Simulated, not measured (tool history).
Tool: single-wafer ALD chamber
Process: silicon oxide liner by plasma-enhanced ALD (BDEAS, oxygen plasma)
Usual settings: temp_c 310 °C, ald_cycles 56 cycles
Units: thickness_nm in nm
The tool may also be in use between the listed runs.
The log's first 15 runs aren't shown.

run,day,temp_c,ald_cycles,wafers since the last listed run,hours since the last thermocouple change,hours since the gauge calibration,"read-back reference wafer on the same gauge, thickness_nm",thickness_nm
16,19.746,310,56,189,132.9,637.8,5.642,4.992
17,21.233,310,56,227,168.6,673.5,5.648,5.011
18,22.079,310,56,129,188.9,693.8,5.657,5.009
19,22.95,310,56,133,209.8,714.7,5.657,5.027
20,24.012,310,56,162,235.3,740.2,5.661,5.002
21,24.788,321,56,118,253.9,758.8,5.676,4.961
22,25.875,300,52,166,280,784.9,5.672,4.767
23,26.633,310,56,115,298.2,803.1,5.679,5.044
24,27.35,300,59,109,315.4,820.3,5.689,5.422
# day 27.662: gauge calibrated
25,28.458,314,63,169,342,19.1,5.575,5.541
26,29.708,310,56,191,372,49.1,5.584,4.953
27,30.55,310,59,128,392.2,69.3,5.581,5.223
28,31.317,310,56,117,410.6,87.7,5.581,4.948
29,32.154,306,64,127,430.7,107.8,5.579,5.666
30,32.767,303,56,93,445.4,122.5,5.578,4.984
31,33.688,323,56,140,467.5,144.6,5.582,4.86
32,35.025,316,56,204,499.6,176.7,5.582,4.91
33,36.188,317,67,177,527.5,204.6,5.586,5.865
34,36.733,320,51,83,540.6,217.7,5.59,4.448
35,37.946,310,56,185,569.7,246.8,5.585,4.975
36,39.379,310,56,219,604.1,281.2,5.592,4.959

Forecast each of these 3 alternatives for the next run:
A,39.4,310,56,3,604.6,281.7,?,?
B,39.4,319,63,3,604.6,281.7,?,?
C,39.4,310,49,3,604.6,281.7,?,?

run,"read-back reference wafer on the same gauge, thickness_nm",thickness_nm
A,5.592,4.97
B,5.592,5.518
C,5.592,4.349
Without the tool's hidden state the same runs would have given:
run,thickness_nm
A,4.95
B,5.496
C,4.331
